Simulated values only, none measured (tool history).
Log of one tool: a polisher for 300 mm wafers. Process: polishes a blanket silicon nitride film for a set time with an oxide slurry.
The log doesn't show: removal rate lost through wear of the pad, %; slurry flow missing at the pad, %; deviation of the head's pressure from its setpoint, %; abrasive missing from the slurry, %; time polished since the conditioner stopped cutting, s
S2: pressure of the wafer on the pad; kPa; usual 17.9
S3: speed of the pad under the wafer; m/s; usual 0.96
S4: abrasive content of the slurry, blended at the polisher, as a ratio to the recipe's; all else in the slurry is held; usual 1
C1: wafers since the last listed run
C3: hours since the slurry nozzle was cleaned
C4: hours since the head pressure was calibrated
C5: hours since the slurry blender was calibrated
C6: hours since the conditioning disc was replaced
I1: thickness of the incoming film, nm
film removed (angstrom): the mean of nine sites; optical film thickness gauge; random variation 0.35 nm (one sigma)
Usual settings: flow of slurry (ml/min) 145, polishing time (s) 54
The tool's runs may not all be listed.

Run 1, hour 0: usual settings; C1 0; wafers polished on this pad 645; C3 104; C4 565.7; C5 139.2; C6 1.2; I1 376.8. Result: film removed (angstrom) 268.
Run 2, hour 56.5: usual settings but S3 0.9 m/s; C1 726; wafers polished on this pad 1372; C3 160.5; C4 622.2; C5 195.7; C6 57.7; I1 374.5. Result: film removed (angstrom) 259.
At hour 67.3: slurry blender recalibrated.
At hour 198.4: worn pad replaced by a new one.
Run 3, hour 222.7: usual settings but S3 0.9 m/s; C1 2060; wafers polished on this pad 312; C3 326.7; C4 788.4; C5 155.4; C6 223.9; I1 370.2. Result: film removed (angstrom) 266.
At hour 270.5: conditioning disc replaced and pad reconditioned.
At hour 273.6: slurry blender recalibrated.
Run 4, hour 281.4: usual settings; C1 703; wafers polished on this pad 1016; C3 385.4; C4 847.1; C5 7.8; C6 10.9; I1 375.6. Result: film removed (angstrom) 272.
Run 5, hour 345.3: usual settings; C1 821; wafers polished on this pad 1838; C3 449.3; C4 911; C5 71.7; C6 74.8; I1 375.1. Result: film removed (angstrom) 282.
Run 6, hour 412.2: usual settings; C1 860; wafers polished on this pad 2698; C3 516.2; C4 977.9; C5 138.6; C6 141.7; I1 367.4. Result: film removed (angstrom) 278.
At hour 442: worn pad replaced by a new one.
Run 7, hour 479.1: usual settings; C1 809; wafers polished on this pad 476; C3 583.1; C4 1044.8; C5 205.5; C6 208.6; I1 368.5. Result: film removed (angstrom) 281.
At hour 503.9: conditioning disc replaced and pad reconditioned.
At hour 528.9: slurry blender recalibrated.
Run 8, hour 540.9: usual settings; C1 743; wafers polished on this pad 1220; C3 644.9; C4 1106.6; C5 12; C6 37; I1 370.9. Result: film removed (angstrom) 280.
Run 9, hour 594.1: usual settings; C1 684; wafers polished on this pad 1904; C3 698.1; C4 1159.8; C5 65.2; C6 90.2; I1 370.5. Result: film removed (angstrom) 271.
At hour 624.6: slurry nozzle cleaned.
At hour 633.1: head pressure recalibrated.
Run 10, hour 650.1: usual settings; C1 681; wafers polished on this pad 2586; C3 25.5; C4 17; C5 121.2; C6 146.2; I1 374.1. Result: film removed (angstrom) 257.
At hour 668.8: worn pad replaced by a new one.
Run 11, hour 679.8: usual settings but flow of slurry (ml/min) 185, S3 1.24 m/s; C1 330; wafers polished on this pad 140; C3 55.2; C4 46.7; C5 150.9; C6 175.9; I1 367.2. Result: film removed (angstrom) 323.
Run 12, hour 710.3: usual settings but flow of slurry (ml/min) 170, S3 0.76 m/s, polishing time (s) 45; C1 392; wafers polished on this pad 533; C3 85.7; C4 77.2; C5 181.4; C6 206.4; I1 363.7. Result: film removed (angstrom) 188.
Run 13, hour 741.4: usual settings but flow of slurry (ml/min) 120, S2 15.2 kPa, S4 1.25; C1 400; wafers polished on this pad 933; C3 116.8; C4 108.3; C5 212.5; C6 237.5; I1 371.5. Result: film removed (angstrom) 248.
At hour 747.8: slurry blender recalibrated.
At hour 753.9: conditioning disc replaced and pad reconditioned.
Run 14, hour 792.5: usual settings; C1 605; wafers polished on this pad 1539; C3 167.9; C4 159.4; C5 44.7; C6 38.6; I1 367.8. Result: film removed (angstrom) 264.
Run 15, hour 843.1: usual settings but flow of slurry (ml/min) 115; C1 650; wafers polished on this pad 2190; C3 218.5; C4 210; C5 95.3; C6 89.2; I1 369.4. Result: film removed (angstrom) 258.
Run 16, hour 907: usual settings but polishing time (s) 43; C1 821; wafers polished on this pad 3012; C3 282.4; C4 273.9; C5 159.2; C6 153.1; I1 371.4. Result: film removed (angstrom) 213.
At hour 920.9: worn pad replaced by a new one.
Run 17, hour 939.9: usual settings but S2 14.5 kPa; C1 371; wafers polished on this pad 244; C3 315.3; C4 306.8; C5 192.1; C6 186; I1 369. Result: film removed (angstrom) 219.
At hour 985.5: conditioning disc replaced and pad reconditioned.
At hour 985.9: slurry blender recalibrated.
Run 18, hour 990.1: usual settings but flow of slurry (ml/min) 130, S3 1.06 m/s, S4 1.25, polishing time (s) 36; C1 615; wafers polished on this pad 860; C3 365.5; C4 357; C5 4.2; C6 4.6; I1 363.4. Result: film removed (angstrom) 218.
Run 19, hour 1028.8: usual settings; C1 497; wafers polished on this pad 1357; C3 404.2; C4 395.7; C5 42.9; C6 43.3; I1 370.9. Result: film removed (angstrom) 278.
Run 20, hour 1076.7: usual settings but S2 22.1 kPa, S3 0.7 m/s; C1 616; wafers polished on this pad 1974; C3 452.1; C4 443.6; C5 90.8; C6 91.2; I1 377.9. Result: film removed (angstrom) 266.
Run 21, hour 1135.2: usual settings but S2 14.5 kPa, polishing time (s) 60; C1 752; wafers polished on this pad 2726; C3 510.6; C4 502.1; C5 149.3; C6 149.7; I1 365.4. Result: film removed (angstrom) 245.

3 ways to go on from here, each from the tool as it stands after run 21. What would each give?
Run A, hour 1135.6: usual settings; C1 5; wafers polished on this pad 2731; C3 511; C4 502.5; C5 149.7; C6 150.1; I1 376.3. Result: film removed (angstrom) ?.
Run B, hour 1135.6: usual settings but polishing time (s) 69; C1 5; wafers polished on this pad 2731; C3 511; C4 502.5; C5 149.7; C6 150.1; I1 376.3. Result: film removed (angstrom) ?.
Run C, hour 1135.6: usual settings but flow of slurry (ml/min) 115, S4 0.75; C1 5; wafers polished on this pad 2731; C3 511; C4 502.5; C5 149.7; C6 150.1; I1 376.3. Result: film removed (angstrom) ?.

run  film removed (angstrom)
  A                      275
  B                      351
  C                      211
Without the tool's hidden state the same runs would have given:
run  film removed (angstrom)
  A                      257
  B                      328
  C                      197

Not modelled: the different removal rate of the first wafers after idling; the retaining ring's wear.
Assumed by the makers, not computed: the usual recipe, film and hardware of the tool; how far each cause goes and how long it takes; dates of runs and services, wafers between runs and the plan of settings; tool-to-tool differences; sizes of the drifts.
